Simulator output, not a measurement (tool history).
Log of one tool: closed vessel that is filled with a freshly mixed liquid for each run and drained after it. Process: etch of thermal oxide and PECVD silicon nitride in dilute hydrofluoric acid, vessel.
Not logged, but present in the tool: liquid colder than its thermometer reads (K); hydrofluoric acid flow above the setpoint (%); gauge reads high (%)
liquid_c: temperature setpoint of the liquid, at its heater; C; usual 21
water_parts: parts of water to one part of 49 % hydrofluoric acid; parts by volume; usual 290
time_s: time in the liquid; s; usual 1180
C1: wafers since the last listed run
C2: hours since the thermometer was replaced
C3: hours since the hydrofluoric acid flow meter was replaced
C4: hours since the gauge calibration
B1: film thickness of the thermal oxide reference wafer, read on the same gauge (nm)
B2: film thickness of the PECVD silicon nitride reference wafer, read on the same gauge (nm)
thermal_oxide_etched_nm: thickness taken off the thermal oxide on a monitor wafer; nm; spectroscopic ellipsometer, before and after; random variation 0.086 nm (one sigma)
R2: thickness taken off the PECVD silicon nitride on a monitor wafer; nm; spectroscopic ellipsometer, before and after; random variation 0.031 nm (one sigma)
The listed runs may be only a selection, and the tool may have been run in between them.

{"run": 1, "hour": 0.0, "liquid_c": 21, "water_parts": 240, "time_s": 1180, "C1": 0, "C2": 1870.9, "C3": 186.8, "C4": 653.7, "B1": 97.65, "B2": 87.9, "thermal_oxide_etched_nm": 17.31, "R2": 11.76}
{"run": 2, "hour": 14.6, "liquid_c": 21, "water_parts": 240, "time_s": 1180, "C1": 675, "C2": 1885.5, "C3": 201.4, "C4": 668.3, "B1": 97.65, "B2": 87.91, "thermal_oxide_etched_nm": 17.42, "R2": 11.79}
{"run": 3, "hour": 39.5, "liquid_c": 21, "water_parts": 240, "time_s": 1180, "C1": 1152, "C2": 1910.4, "C3": 226.3, "C4": 693.2, "B1": 97.63, "B2": 87.92, "thermal_oxide_etched_nm": 17.23, "R2": 11.78}
{"run": 4, "hour": 60.7, "liquid_c": 21, "water_parts": 290, "time_s": 1180, "C1": 981, "C2": 1931.6, "C3": 247.5, "C4": 714.4, "B1": 97.63, "B2": 87.87, "thermal_oxide_etched_nm": 13.8, "R2": 9.8}
{"run": 5, "hour": 90.0, "liquid_c": 21, "water_parts": 290, "time_s": 1180, "C1": 1356, "C2": 1960.9, "C3": 276.8, "C4": 743.7, "B1": 97.61, "B2": 87.81, "thermal_oxide_etched_nm": 13.71, "R2": 9.79}
{"run": 6, "hour": 105.1, "liquid_c": 21, "water_parts": 290, "time_s": 1180, "C1": 699, "C2": 1976, "C3": 291.9, "C4": 758.8, "B1": 97.62, "B2": 87.89, "thermal_oxide_etched_nm": 13.61, "R2": 9.75}
{"hour": 106.1, "done": "gauge calibrated"}
{"run": 7, "hour": 129.0, "liquid_c": 21, "water_parts": 290, "time_s": 1180, "C1": 1106, "C2": 1999.9, "C3": 315.8, "C4": 22.9, "B1": 99.73, "B2": 89.73, "thermal_oxide_etched_nm": 14.06, "R2": 10.02}
{"hour": 148.6, "done": "thermometer replaced"}
{"run": 8, "hour": 152.3, "liquid_c": 21, "water_parts": 290, "time_s": 1180, "C1": 1032, "C2": 3.7, "C3": 339.1, "C4": 46.2, "B1": 99.51, "B2": 89.54, "thermal_oxide_etched_nm": 14.04, "R2": 9.95}
{"run": 9, "hour": 165.7, "liquid_c": 21, "water_parts": 290, "time_s": 1735, "C1": 620, "C2": 17.1, "C3": 352.5, "C4": 59.6, "B1": 99.36, "B2": 89.4, "thermal_oxide_etched_nm": 20.66, "R2": 14.68}
{"run": 10, "hour": 193.8, "liquid_c": 21, "water_parts": 290, "time_s": 1735, "C1": 1301, "C2": 45.2, "C3": 380.6, "C4": 87.7, "B1": 99.12, "B2": 89.18, "thermal_oxide_etched_nm": 20.35, "R2": 14.67}
{"run": 11, "hour": 212.1, "liquid_c": 21, "water_parts": 290, "time_s": 1180, "C1": 847, "C2": 63.5, "C3": 398.9, "C4": 106, "B1": 98.95, "B2": 89.04, "thermal_oxide_etched_nm": 14.01, "R2": 9.93}
{"run": 12, "hour": 231.6, "liquid_c": 21, "water_parts": 290, "time_s": 1180, "C1": 902, "C2": 83, "C3": 418.4, "C4": 125.5, "B1": 98.81, "B2": 88.94, "thermal_oxide_etched_nm": 13.79, "R2": 9.98}
{"hour": 249.5, "done": "hydrofluoric acid flow meter replaced"}
{"run": 13, "hour": 252.5, "liquid_c": 23.5, "water_parts": 290, "time_s": 1180, "C1": 921, "C2": 103.9, "C3": 3, "C4": 146.4, "B1": 98.65, "B2": 88.73, "thermal_oxide_etched_nm": 15.13, "R2": 11.56}
{"run": 14, "hour": 282.4, "liquid_c": 18, "water_parts": 245, "time_s": 1180, "C1": 1384, "C2": 133.8, "C3": 32.9, "C4": 176.3, "B1": 98.51, "B2": 88.61, "thermal_oxide_etched_nm": 15.22, "R2": 9.57}
{"run": 15, "hour": 315.9, "liquid_c": 25, "water_parts": 415, "time_s": 650, "C1": 1551, "C2": 167.3, "C3": 66.4, "C4": 209.8, "B1": 98.33, "B2": 88.48, "thermal_oxide_etched_nm": 5.41, "R2": 4.88}
{"run": 16, "hour": 330.7, "liquid_c": 17, "water_parts": 290, "time_s": 885, "C1": 685, "C2": 182.1, "C3": 81.2, "C4": 224.6, "B1": 98.24, "B2": 88.41, "thermal_oxide_etched_nm": 8.9, "R2": 5.71}
{"run": 17, "hour": 353.0, "liquid_c": 21, "water_parts": 395, "time_s": 1180, "C1": 1032, "C2": 204.4, "C3": 103.5, "C4": 246.9, "B1": 98.14, "B2": 88.31, "thermal_oxide_etched_nm": 9.15, "R2": 7.27}
{"run": 18, "hour": 374.5, "liquid_c": 25, "water_parts": 415, "time_s": 650, "C1": 995, "C2": 225.9, "C3": 125, "C4": 268.4, "B1": 98.06, "B2": 88.24, "thermal_oxide_etched_nm": 5.48, "R2": 4.85}
{"run": 19, "hour": 395.3, "liquid_c": 21, "water_parts": 195, "time_s": 1815, "C1": 963, "C2": 246.7, "C3": 145.8, "C4": 289.2, "B1": 97.98, "B2": 88.15, "thermal_oxide_etched_nm": 34.5, "R2": 22.34}
{"run": 20, "hour": 420.4, "liquid_c": 21, "water_parts": 290, "time_s": 1180, "C1": 1162, "C2": 271.8, "C3": 170.9, "C4": 314.3, "B1": 97.89, "B2": 88.07, "thermal_oxide_etched_nm": 13.67, "R2": 9.83}
{"run": 21, "hour": 436.2, "liquid_c": 21, "water_parts": 290, "time_s": 1845, "C1": 731, "C2": 287.6, "C3": 186.7, "C4": 330.1, "B1": 97.82, "B2": 88.11, "thermal_oxide_etched_nm": 21.36, "R2": 15.33}
{"run": 22, "hour": 463.0, "liquid_c": 21, "water_parts": 290, "time_s": 1180, "C1": 1240, "C2": 314.4, "C3": 213.5, "C4": 356.9, "B1": 97.78, "B2": 87.99, "thermal_oxide_etched_nm": 13.77, "R2": 9.79}
{"run": 23, "hour": 488.1, "liquid_c": 26, "water_parts": 215, "time_s": 1180, "C1": 1162, "C2": 339.5, "C3": 238.6, "C4": 382, "B1": 97.7, "B2": 87.89, "thermal_oxide_etched_nm": 24.05, "R2": 18.06}
{"run": 24, "hour": 503.5, "liquid_c": 21, "water_parts": 240, "time_s": 1180, "C1": 713, "C2": 354.9, "C3": 254, "C4": 397.4, "B1": 97.69, "B2": 87.9, "thermal_oxide_etched_nm": 17.28, "R2": 11.83}
{"run": 25, "hour": 528.1, "liquid_c": 18, "water_parts": 250, "time_s": 635, "C1": 1139, "C2": 379.5, "C3": 278.6, "C4": 422, "B1": 97.61, "B2": 87.9, "thermal_oxide_etched_nm": 7.9, "R2": 5}

Each row is a separate what-if for the run after 25, all from the same tool condition, not one after another. Results?
{"run": "A", "hour": 529.1, "liquid_c": 21, "water_parts": 290, "time_s": 1180, "C1": 46, "C2": 380.5, "C3": 279.6, "C4": 423, "B1": "?", "B2": "?", "thermal_oxide_etched_nm": "?", "R2": "?"}
{"run": "B", "hour": 529.1, "liquid_c": 22.5, "water_parts": 340, "time_s": 815, "C1": 46, "C2": 380.5, "C3": 279.6, "C4": 423, "B1": "?", "B2": "?", "thermal_oxide_etched_nm": "?", "R2": "?"}
{"run": "C", "hour": 529.1, "liquid_c": 25, "water_parts": 290, "time_s": 1180, "C1": 46, "C2": 380.5, "C3": 279.6, "C4": 423, "B1": "?", "B2": "?", "thermal_oxide_etched_nm": "?", "R2": "?"}
{"run": "D", "hour": 529.1, "liquid_c": 21, "water_parts": 385, "time_s": 1180, "C1": 46, "C2": 380.5, "C3": 279.6, "C4": 423, "B1": "?", "B2": "?", "thermal_oxide_etched_nm": "?", "R2": "?"}
{"run": "E", "hour": 529.1, "liquid_c": 17, "water_parts": 165, "time_s": 1470, "C1": 46, "C2": 380.5, "C3": 279.6, "C4": 423, "B1": "?", "B2": "?", "thermal_oxide_etched_nm": "?", "R2": "?"}

run=A B1=97.66 B2=87.88 thermal_oxide_etched_nm=13.59 R2=9.79
run=B B1=97.66 B2=87.88 thermal_oxide_etched_nm=8.06 R2=6.35
run=C B1=97.66 B2=87.88 thermal_oxide_etched_nm=15.66 R2=12.54
run=D B1=97.66 B2=87.88 thermal_oxide_etched_nm=9.41 R2=7.43
run=E B1=97.66 B2=87.88 thermal_oxide_etched_nm=28.67 R2=16.16
Without the tool's hidden state the same runs would have given:
run=A thermal_oxide_etched_nm=13.92 R2=10.03
run=B thermal_oxide_etched_nm=8.26 R2=6.51
run=C thermal_oxide_etched_nm=16.03 R2=12.84
run=D thermal_oxide_etched_nm=9.64 R2=7.61
run=E thermal_oxide_etched_nm=29.37 R2=16.56
